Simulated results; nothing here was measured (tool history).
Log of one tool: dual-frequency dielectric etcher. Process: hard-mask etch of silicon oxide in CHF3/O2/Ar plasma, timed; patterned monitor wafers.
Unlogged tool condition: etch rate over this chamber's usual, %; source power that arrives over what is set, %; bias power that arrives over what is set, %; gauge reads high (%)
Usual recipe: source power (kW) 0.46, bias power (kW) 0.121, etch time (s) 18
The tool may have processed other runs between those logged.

run   hour  source power (kW)  bias power (kW)  etch time (s)  wafers since the last listed run  hours since the last wet clean  hours since the last source power generator calibration  hours since the last bias power generator calibration  hours since the last upper electrode change  hours since the gauge calibration  read-back reference wafer on the same gauge, depth_nm  mean etch depth across the wafer (nm)
  1      0               0.46            0.121             18                                 0                            40.5                                                   2825.4                                                  858.6                                         4358                              788.7                                                  30.36                                  25.74
  2   71.5               0.46            0.137             18                               579                             112                                                   2896.9                                                  930.1                                       4429.5                              860.2                                                  30.37                                  26.57
  3  106.9               0.46            0.137             18                               286                           147.4                                                   2932.3                                                  965.5                                       4464.9                              895.6                                                  30.27                                  26.47
  4  160.4               0.46            0.137             18                               433                           200.9                                                   2985.8                                                   1019                                       4518.4                              949.1                                                  30.32                                  26.57
  5  194.9               0.46            0.121             18                               279                           235.4                                                   3020.3                                                 1053.5                                       4552.9                              983.6                                                  30.28                                  25.55
  6  222.7               0.46            0.121             18                               225                           263.2                                                   3048.1                                                 1081.3                                       4580.7                             1011.4                                                  30.27                                  25.69
  7  252.7               0.36            0.121             18                               243                           293.2                                                   3078.1                                                 1111.3                                       4610.7                             1041.4                                                  30.24                                  21.68
  8  298.3               0.36            0.121             18                               369                           338.8                                                   3123.7                                                 1156.9                                       4656.3                               1087                                                   30.3                                  21.58
  9  353.6               0.36            0.121             18                               448                           394.1                                                     3179                                                 1212.2                                       4711.6                             1142.3                                                  30.31                                   21.6
     412.6  -- wet clean of the chamber
 10  417.4               0.55            0.121           20.5                               322                             4.8                                                   3242.8                                                   1276                                       4775.4                             1206.1                                                  30.33                                  32.36
 11  443.1               0.46            0.121             18                               208                            30.5                                                   3268.5                                                 1301.7                                       4801.1                             1231.8                                                  30.25                                  25.59
 12  510.6               0.46            0.121             18                               546                              98                                                     3336                                                 1369.2                                       4868.6                             1299.3                                                  30.24                                  25.47
 13  565.8               0.46            0.121             18                               447                           153.2                                                   3391.2                                                 1424.4                                       4923.8                             1354.5                                                  30.32                                  25.45
     646.3  -- source power generator calibrated
     649.5  -- gauge calibrated
     695.8  -- upper electrode replaced, of another model than before
 14    760               0.46            0.121             18                              1346                           347.4                                                    113.7                                                 1618.6                                         64.2                              110.5                                                  30.29                                  26.44
     828.2  -- wet clean of the chamber
 15  828.7               0.42            0.121             18                               362                             0.5                                                    182.4                                                 1687.3                                        132.9                              179.2                                                  30.32                                  25.32
 16  836.1               0.46            0.121             18                                59                             7.9                                                    189.8                                                 1694.7                                        140.3                              186.6                                                  30.32                                  26.47
 17  906.2               0.38            0.131             22                               568                              78                                                    259.9                                                 1764.8                                        210.4                              256.7                                                  30.25                                  30.78
 18  963.4               0.52            0.121           21.5                               463                           135.2                                                    317.1                                                   1822                                        267.6                              313.9                                                  30.23                                  33.03

Run 19 has not been measured yet. What should we expect?
 19  1012               0.46            0.121           13.5                               393                           183.8                                                    365.7                                                 1870.6                                        316.2                              362.5                                                      ?                                      ?

read-back reference wafer on the same gauge, depth_nm: 30.27
mean etch depth across the wafer (nm): 19.78
Had the tool carried no hidden state, the very same run would have given mean etch depth across the wafer (nm) 19.87.
